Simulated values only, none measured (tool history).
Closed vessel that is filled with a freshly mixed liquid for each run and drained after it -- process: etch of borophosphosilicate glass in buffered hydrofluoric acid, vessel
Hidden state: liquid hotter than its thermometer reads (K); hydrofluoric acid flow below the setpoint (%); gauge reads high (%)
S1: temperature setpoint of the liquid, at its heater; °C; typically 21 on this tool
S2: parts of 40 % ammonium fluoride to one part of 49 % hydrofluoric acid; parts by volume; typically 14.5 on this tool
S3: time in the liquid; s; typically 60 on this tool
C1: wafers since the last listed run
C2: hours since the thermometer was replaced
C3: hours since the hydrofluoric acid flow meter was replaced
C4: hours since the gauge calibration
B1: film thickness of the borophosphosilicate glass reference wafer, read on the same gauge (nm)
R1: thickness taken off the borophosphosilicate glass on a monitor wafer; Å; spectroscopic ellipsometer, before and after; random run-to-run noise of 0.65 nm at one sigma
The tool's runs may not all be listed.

run 1 hour=0 | S1=21 S2=14.5 S3=60 | C1=0 C2=1646.8 C3=487.7 C4=200.5 | B1=130 | R1=845.2
run 2 hour=6.8 | S1=21 S2=14.5 S3=60 | C1=939 C2=1653.6 C3=494.5 C4=207.3 | B1=130.03 | R1=846.8
run 3 hour=13.8 | S1=21 S2=14.5 S3=60 | C1=967 C2=1660.6 C3=501.5 C4=214.3 | B1=129.98 | R1=861.9
run 4 hour=31.3 | S1=21 S2=14.5 S3=60 | C1=2419 C2=1678.1 C3=519 C4=231.8 | B1=129.98 | R1=860.1
run 5 hour=46.2 | S1=21 S2=14.5 S3=60 | C1=2059 C2=1693 C3=533.9 C4=246.7 | B1=130.02 | R1=864.4
run 6 hour=57.7 | S1=21 S2=14.5 S3=60 | C1=1589 C2=1704.5 C3=545.4 C4=258.2 | B1=129.98 | R1=869.2
run 7 hour=74.8 | S1=22.5 S2=14.5 S3=60 | C1=2363 C2=1721.6 C3=562.5 C4=275.3 | B1=129.95 | R1=929.6
run 8 hour=85 | S1=21 S2=14.5 S3=60 | C1=1409 C2=1731.8 C3=572.7 C4=285.5 | B1=129.95 | R1=844.3
run 9 hour=95.8 | S1=21 S2=14.5 S3=60 | C1=1492 C2=1742.6 C3=583.5 C4=296.3 | B1=129.97 | R1=871.6
run 10 hour=108.4 | S1=20 S2=14.5 S3=60 | C1=1741 C2=1755.2 C3=596.1 C4=308.9 | B1=129.97 | R1=805.7
run 11 hour=120.1 | S1=20 S2=14.5 S3=60 | C1=1617 C2=1766.9 C3=607.8 C4=320.6 | B1=130.02 | R1=819.5
run 12 hour=133.6 | S1=24 S2=14.5 S3=60 | C1=1866 C2=1780.4 C3=621.3 C4=334.1 | B1=130.03 | R1=1020.1
run 13 hour=149.2 | S1=23.5 S2=11 S3=70 | C1=2156 C2=1796 C3=636.9 C4=349.7 | B1=130 | R1=1517
run 14 hour=159.6 | S1=21 S2=14.5 S3=60 | C1=1437 C2=1806.4 C3=647.3 C4=360.1 | B1=130.03 | R1=868.8
run 15 hour=176.1 | S1=21 S2=14.5 S3=40 | C1=2280 C2=1822.9 C3=663.8 C4=376.6 | B1=130 | R1=572.7
-- hour=183.3 gauge calibrated
run 16 hour=184.6 | S1=19 S2=10.5 S3=80 | C1=1174 C2=1831.4 C3=672.3 C4=1.3 | B1=130.01 | R1=1429.4
-- hour=189.5 hydrofluoric acid flow meter replaced
run 17 hour=192.1 | S1=23 S2=8.5 S3=50 | C1=898 C2=1838.9 C3=2.6 C4=8.8 | B1=129.97 | R1=1344.2
run 18 hour=198.7 | S1=21 S2=14.5 S3=60 | C1=912 C2=1845.5 C3=9.2 C4=15.4 | B1=130.04 | R1=883
run 19 hour=205.5 | S1=21 S2=18 S3=60 | C1=939 C2=1852.3 C3=16 C4=22.2 | B1=130.01 | R1=701.7
run 20 hour=215.1 | S1=19 S2=10 S3=60 | C1=1327 C2=1861.9 C3=25.6 C4=31.8 | B1=129.96 | R1=1132.1
run 21 hour=224.2 | S1=21 S2=14.5 S3=60 | C1=1257 C2=1871 C3=34.7 C4=40.9 | B1=130 | R1=871.6
run 22 hour=232.7 | S1=18 S2=10 S3=80 | C1=1174 C2=1879.5 C3=43.2 C4=49.4 | B1=130.02 | R1=1443.3
run 23 hour=250.6 | S1=25.5 S2=14.5 S3=30 | C1=2474 C2=1897.4 C3=61.1 C4=67.3 | B1=129.95 | R1=552.2
run 24 hour=257.2 | S1=21 S2=13 S3=50 | C1=912 C2=1904 C3=67.7 C4=73.9 | B1=129.98 | R1=799.7
-- hour=259.4 thermometer replaced
run 25 hour=271.2 | S1=25.5 S2=14.5 S3=60 | C1=1796 C2=11.8 C3=81.7 C4=87.9 | B1=130 | R1=958.2
run 26 hour=284.9 | S1=17.5 S2=18.5 S3=35 | C1=1893 C2=25.5 C3=95.4 C4=101.6 | B1=129.97 | R1=282
run 27 hour=299.4 | S1=21 S2=11.5 S3=60 | C1=2004 C2=40 C3=109.9 C4=116.1 | B1=129.98 | R1=936.6
run 28 hour=306.3 | S1=25.5 S2=14.5 S3=60 | C1=953 C2=46.9 C3=116.8 C4=123 | B1=130.01 | R1=958.3
run 29 hour=317.7 | S1=18.5 S2=14.5 S3=40 | C1=1575 C2=58.3 C3=128.2 C4=134.4 | B1=130 | R1=435.8
run 30 hour=329.6 | S1=18.5 S2=20 S3=70 | C1=1644 C2=70.2 C3=140.1 C4=146.3 | B1=130.02 | R1=546.6
run 31 hour=343.1 | S1=21 S2=14.5 S3=45 | C1=1866 C2=83.7 C3=153.6 C4=159.8 | B1=130.04 | R1=561.6
run 32 hour=361 | S1=18.5 S2=9 S3=60 | C1=2474 C2=101.6 C3=171.5 C4=177.7 | B1=130.02 | R1=1024.3

Hidden condition of the tool, last listed run before each entry between runs versus first listed run after:
Run 15 -> run 16: gauge calibrated (hour 183.3)
  liquid hotter than its thermometer reads (K): 2.97 -> 2.98
  difference, measured minus the result without the unlogged condition, R1: +85.7 -> +216.5 Å
Run 16 -> run 17: hydrofluoric acid flow meter replaced (hour 189.5)
  liquid hotter than its thermometer reads (K): 2.98 -> 3
  difference, measured minus the result without the unlogged condition, R1: +216.5 -> +199.9 Å
Run 24 -> run 25: thermometer replaced (hour 259.4)
  liquid hotter than its thermometer reads (K): 3.09 -> 0.253
  difference, measured minus the result without the unlogged condition, R1: +124 -> +12.7 Å
